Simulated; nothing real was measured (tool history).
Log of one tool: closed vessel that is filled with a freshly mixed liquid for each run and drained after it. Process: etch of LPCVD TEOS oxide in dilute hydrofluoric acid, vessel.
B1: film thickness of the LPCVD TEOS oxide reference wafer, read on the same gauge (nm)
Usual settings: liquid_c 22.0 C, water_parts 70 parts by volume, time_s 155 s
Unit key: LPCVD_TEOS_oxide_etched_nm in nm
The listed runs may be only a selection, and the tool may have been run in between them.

{"run": 1, "hour": 0.0, "liquid_c": 22.0, "water_parts": 60, "time_s": 155, "B1": 130.01, "LPCVD_TEOS_oxide_etched_nm": 40.41}
{"run": 2, "hour": 8.5, "liquid_c": 22.0, "water_parts": 60, "time_s": 155, "B1": 129.98, "LPCVD_TEOS_oxide_etched_nm": 40.59}
{"run": 3, "hour": 24.8, "liquid_c": 22.0, "water_parts": 70, "time_s": 155, "B1": 129.99, "LPCVD_TEOS_oxide_etched_nm": 34.14}
{"run": 4, "hour": 41.8, "liquid_c": 22.0, "water_parts": 70, "time_s": 155, "B1": 130.0, "LPCVD_TEOS_oxide_etched_nm": 33.98}
{"run": 5, "hour": 51.0, "liquid_c": 19.5, "water_parts": 70, "time_s": 155, "B1": 130.01, "LPCVD_TEOS_oxide_etched_nm": 30.83}
{"run": 6, "hour": 60.9, "liquid_c": 22.0, "water_parts": 70, "time_s": 80, "B1": 130.0, "LPCVD_TEOS_oxide_etched_nm": 17.52}
{"run": 7, "hour": 68.4, "liquid_c": 22.0, "water_parts": 70, "time_s": 155, "B1": 129.98, "LPCVD_TEOS_oxide_etched_nm": 34.08}
{"run": 8, "hour": 77.1, "liquid_c": 22.0, "water_parts": 70, "time_s": 155, "B1": 130.02, "LPCVD_TEOS_oxide_etched_nm": 33.94}
{"run": 9, "hour": 93.2, "liquid_c": 22.0, "water_parts": 70, "time_s": 135, "B1": 129.99, "LPCVD_TEOS_oxide_etched_nm": 29.59}
{"run": 10, "hour": 103.0, "liquid_c": 22.0, "water_parts": 70, "time_s": 155, "B1": 130.02, "LPCVD_TEOS_oxide_etched_nm": 33.79}
{"run": 11, "hour": 111.1, "liquid_c": 22.0, "water_parts": 70, "time_s": 210, "B1": 129.97, "LPCVD_TEOS_oxide_etched_nm": 46.14}
{"run": 12, "hour": 121.2, "liquid_c": 22.0, "water_parts": 70, "time_s": 210, "B1": 130.0, "LPCVD_TEOS_oxide_etched_nm": 45.69}
{"run": 13, "hour": 138.3, "liquid_c": 23.5, "water_parts": 70, "time_s": 155, "B1": 130.0, "LPCVD_TEOS_oxide_etched_nm": 35.99}
{"run": 14, "hour": 154.8, "liquid_c": 22.0, "water_parts": 95, "time_s": 110, "B1": 129.99, "LPCVD_TEOS_oxide_etched_nm": 17.08}
{"run": 15, "hour": 164.1, "liquid_c": 20.0, "water_parts": 70, "time_s": 85, "B1": 130.01, "LPCVD_TEOS_oxide_etched_nm": 17.14}
{"run": 16, "hour": 171.8, "liquid_c": 17.5, "water_parts": 80, "time_s": 155, "B1": 129.99, "LPCVD_TEOS_oxide_etched_nm": 24.45}
{"run": 17, "hour": 180.4, "liquid_c": 22.0, "water_parts": 70, "time_s": 155, "B1": 130.01, "LPCVD_TEOS_oxide_etched_nm": 33.77}
{"run": 18, "hour": 187.6, "liquid_c": 19.5, "water_parts": 55, "time_s": 115, "B1": 130.0, "LPCVD_TEOS_oxide_etched_nm": 29.46}
{"run": 19, "hour": 195.5, "liquid_c": 25.5, "water_parts": 90, "time_s": 100, "B1": 130.0, "LPCVD_TEOS_oxide_etched_nm": 18.85}
{"hour": 200.0, "done": "gauge calibrated"}
{"run": 20, "hour": 204.1, "liquid_c": 22.0, "water_parts": 55, "time_s": 90, "B1": 130.01, "LPCVD_TEOS_oxide_etched_nm": 25.59}
{"hour": 205.2, "done": "thermometer replaced"}
{"run": 21, "hour": 216.8, "liquid_c": 20.0, "water_parts": 100, "time_s": 155, "B1": 129.99, "LPCVD_TEOS_oxide_etched_nm": 18.66}
{"run": 22, "hour": 223.4, "liquid_c": 24.0, "water_parts": 95, "time_s": 155, "B1": 130.0, "LPCVD_TEOS_oxide_etched_nm": 23.4}
{"run": 23, "hour": 256.1, "liquid_c": 22.0, "water_parts": 50, "time_s": 155, "B1": 130.0, "LPCVD_TEOS_oxide_etched_nm": 43.5}
{"hour": 268.1, "done": "hydrofluoric acid flow meter replaced"}
{"run": 24, "hour": 268.6, "liquid_c": 22.0, "water_parts": 95, "time_s": 220, "B1": 130.01, "LPCVD_TEOS_oxide_etched_nm": 35.84}
{"run": 25, "hour": 274.3, "liquid_c": 26.0, "water_parts": 70, "time_s": 120, "B1": 130.0, "LPCVD_TEOS_oxide_etched_nm": 32.03}
{"run": 26, "hour": 289.1, "liquid_c": 22.0, "water_parts": 100, "time_s": 155, "B1": 129.98, "LPCVD_TEOS_oxide_etched_nm": 23.82}
{"run": 27, "hour": 305.6, "liquid_c": 20.5, "water_parts": 70, "time_s": 245, "B1": 130.01, "LPCVD_TEOS_oxide_etched_nm": 52.25}
{"run": 28, "hour": 313.9, "liquid_c": 22.0, "water_parts": 70, "time_s": 155, "B1": 130.0, "LPCVD_TEOS_oxide_etched_nm": 35.05}
{"run": 29, "hour": 320.5, "liquid_c": 23.5, "water_parts": 70, "time_s": 225, "B1": 130.01, "LPCVD_TEOS_oxide_etched_nm": 54.35}
{"run": 30, "hour": 337.4, "liquid_c": 22.0, "water_parts": 60, "time_s": 155, "B1": 130.01, "LPCVD_TEOS_oxide_etched_nm": 41.59}
{"run": 31, "hour": 349.8, "liquid_c": 22.0, "water_parts": 70, "time_s": 155, "B1": 129.99, "LPCVD_TEOS_oxide_etched_nm": 35.15}
{"run": 32, "hour": 356.8, "liquid_c": 18.0, "water_parts": 60, "time_s": 190, "B1": 129.97, "LPCVD_TEOS_oxide_etched_nm": 42.9}

Run by run, hidden condition taken away, random variation retained:
Unlogged tool condition in this case: liquid hotter than its thermometer reads (K); hydrofluoric acid flow below the setpoint (%); gauge reads high (%).
run=1 LPCVD_TEOS_oxide_etched_nm=41.41
run=2 LPCVD_TEOS_oxide_etched_nm=41.59
run=3 LPCVD_TEOS_oxide_etched_nm=35.11
run=4 LPCVD_TEOS_oxide_etched_nm=34.97
run=5 LPCVD_TEOS_oxide_etched_nm=31.65
run=6 LPCVD_TEOS_oxide_etched_nm=18.05
run=7 LPCVD_TEOS_oxide_etched_nm=35.12
run=8 LPCVD_TEOS_oxide_etched_nm=34.99
run=9 LPCVD_TEOS_oxide_etched_nm=30.54
run=10 LPCVD_TEOS_oxide_etched_nm=34.89
run=11 LPCVD_TEOS_oxide_etched_nm=47.68
run=12 LPCVD_TEOS_oxide_etched_nm=47.23
run=13 LPCVD_TEOS_oxide_etched_nm=37.30
run=14 LPCVD_TEOS_oxide_etched_nm=17.80
run=15 LPCVD_TEOS_oxide_etched_nm=17.71
run=16 LPCVD_TEOS_oxide_etched_nm=25.24
run=17 LPCVD_TEOS_oxide_etched_nm=35.03
run=18 LPCVD_TEOS_oxide_etched_nm=30.34
run=19 LPCVD_TEOS_oxide_etched_nm=19.76
run=20 LPCVD_TEOS_oxide_etched_nm=26.46
run=21 LPCVD_TEOS_oxide_etched_nm=21.67
run=22 LPCVD_TEOS_oxide_etched_nm=27.21
run=23 LPCVD_TEOS_oxide_etched_nm=50.24
run=24 LPCVD_TEOS_oxide_etched_nm=35.68
run=25 LPCVD_TEOS_oxide_etched_nm=31.90
run=26 LPCVD_TEOS_oxide_etched_nm=23.74
run=27 LPCVD_TEOS_oxide_etched_nm=52.06
run=28 LPCVD_TEOS_oxide_etched_nm=34.95
run=29 LPCVD_TEOS_oxide_etched_nm=54.22
run=30 LPCVD_TEOS_oxide_etched_nm=41.50
run=31 LPCVD_TEOS_oxide_etched_nm=35.10
run=32 LPCVD_TEOS_oxide_etched_nm=42.81
